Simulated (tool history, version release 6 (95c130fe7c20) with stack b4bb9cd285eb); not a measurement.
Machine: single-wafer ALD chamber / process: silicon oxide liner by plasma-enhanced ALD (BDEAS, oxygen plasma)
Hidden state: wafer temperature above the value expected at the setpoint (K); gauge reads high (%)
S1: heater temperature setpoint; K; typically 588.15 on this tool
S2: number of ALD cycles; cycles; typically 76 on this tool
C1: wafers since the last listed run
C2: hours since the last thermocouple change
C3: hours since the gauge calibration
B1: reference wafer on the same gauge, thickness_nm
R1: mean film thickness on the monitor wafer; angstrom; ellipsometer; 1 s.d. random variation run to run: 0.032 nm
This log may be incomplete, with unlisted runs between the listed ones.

run,hour,S1,S2,C1,C2,C3,B1,R1
1,0.0,578.15,76,0,1123.1,298.7,7.009,64.01
2,15.1,588.15,67,92,1138.2,313.8,7.002,56.51
3,29.9,588.15,67,90,1153.0,328.6,7.020,55.85
4,40.1,588.15,67,62,1163.2,338.8,7.003,55.83
5,50.5,588.15,76,63,1173.6,349.2,7.001,63.43
6,65.2,588.15,76,89,1188.3,363.9,6.996,63.22
7,81.4,588.15,76,99,1204.5,380.1,6.996,63.76
8,87.7,588.15,76,38,1210.8,386.4,6.997,63.98
9,104.9,588.15,76,105,1228.0,403.6,7.001,63.22
10,116.9,588.15,76,73,1240.0,415.6,6.976,63.77
11,124.0,593.15,76,43,1247.1,422.7,7.010,63.62
12,130.4,593.15,76,39,1253.5,429.1,6.991,63.20
13,139.2,588.15,76,53,1262.3,437.9,6.992,63.67
14,146.4,588.15,76,44,1269.5,445.1,7.014,63.55
15,156.4,591.15,88,61,1279.5,455.1,7.001,73.59
16,172.9,591.15,88,101,1296.0,471.6,6.985,72.40
17,183.2,588.15,76,63,1306.3,481.9,7.002,63.41
18,189.7,588.15,76,39,1312.8,488.4,6.993,63.29
# hour 202.7: thermocouple changed; heater temperature recalibrated
19,203.2,588.15,76,33,0.5,501.9,7.010,64.22

Run 20 comes next. What will it give?
20,245.7,583.15,84,260,43.0,544.4,?,?

B1: 6.988
R1: 70.68 angstrom
Had the tool carried no hidden state, the very same run would have given R1 70.68 angstrom.
